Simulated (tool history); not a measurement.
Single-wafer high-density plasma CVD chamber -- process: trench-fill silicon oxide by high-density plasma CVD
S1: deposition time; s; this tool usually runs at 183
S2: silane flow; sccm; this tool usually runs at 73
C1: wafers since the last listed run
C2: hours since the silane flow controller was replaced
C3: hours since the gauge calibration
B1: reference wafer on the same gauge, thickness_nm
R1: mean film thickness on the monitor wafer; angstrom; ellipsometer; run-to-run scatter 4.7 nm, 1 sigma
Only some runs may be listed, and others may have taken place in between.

run    hour   S1  S2    C1      C2     C3        B1        R1
  1       0  203  73     0  3177.9  790.3  1568.707  14517.56
  2    47.8  203  73   404  3225.7  838.1  1569.056  14493.05
      107.2  -- gauge calibrated
  3   108.3  183  73   511  3286.2    1.1   1571.11  13165.38
  4   164.1  183  73   471    3342   56.9  1571.691  13101.29
  5   215.7  183  73   436  3393.6  108.5  1567.646  13125.77
  6   292.8  183  68   652  3470.7  185.6  1569.827  12190.88
  7   387.9  183  73   804  3565.8  280.7  1570.179  13014.94
  8   478.7  183  73   767  3656.6  371.5  1569.149  13015.59
  9   525.4  183  73   394  3703.3  418.2  1567.781  12912.34
 10   754.5  197  61  1937  3932.4  647.3  1567.361  11796.28
 11   852.2  164  73   826  4030.1    745  1569.762  11441.99
 12   951.7  151  86   841  4129.6  844.5   1570.35  12315.85
 13  1019.6  151  86   574  4197.5  912.4  1569.607  12226.63
     1044.4  -- silane flow controller replaced
     1047.6  -- gauge calibrated
 14  1079.5  218  60   438    35.1   31.9  1568.955  13501.94
 15  1147.3  183  73   573   102.9   99.7  1571.481  13460.67
 16  1246.9  183  73   842   202.5  199.3  1567.164  13442.45
 17  1287.1  200  63   339   242.7  239.5   1570.81  12903.58
 18  1384.6  183  78   824   340.2    337  1571.883   14274.9

Predict each of these 3 candidate next runs independently; none follows another, all start after run 18:
  A  1385.1  150  73   4  340.7  337.5   ?   ?
  B  1385.1  206  84   4  340.7  337.5   ?   ?
  C  1385.1  164  81   4  340.7  337.5   ?   ?

run        B1        R1
  A  1571.357  11043.52
  B  1571.357  17228.38
  C  1571.357   13268.1
The same runs, with their run-to-run variation unchanged, on a tool lacking any hidden condition would have given:
run        R1
  A  11073.02
  B  17274.41
  C  13303.55

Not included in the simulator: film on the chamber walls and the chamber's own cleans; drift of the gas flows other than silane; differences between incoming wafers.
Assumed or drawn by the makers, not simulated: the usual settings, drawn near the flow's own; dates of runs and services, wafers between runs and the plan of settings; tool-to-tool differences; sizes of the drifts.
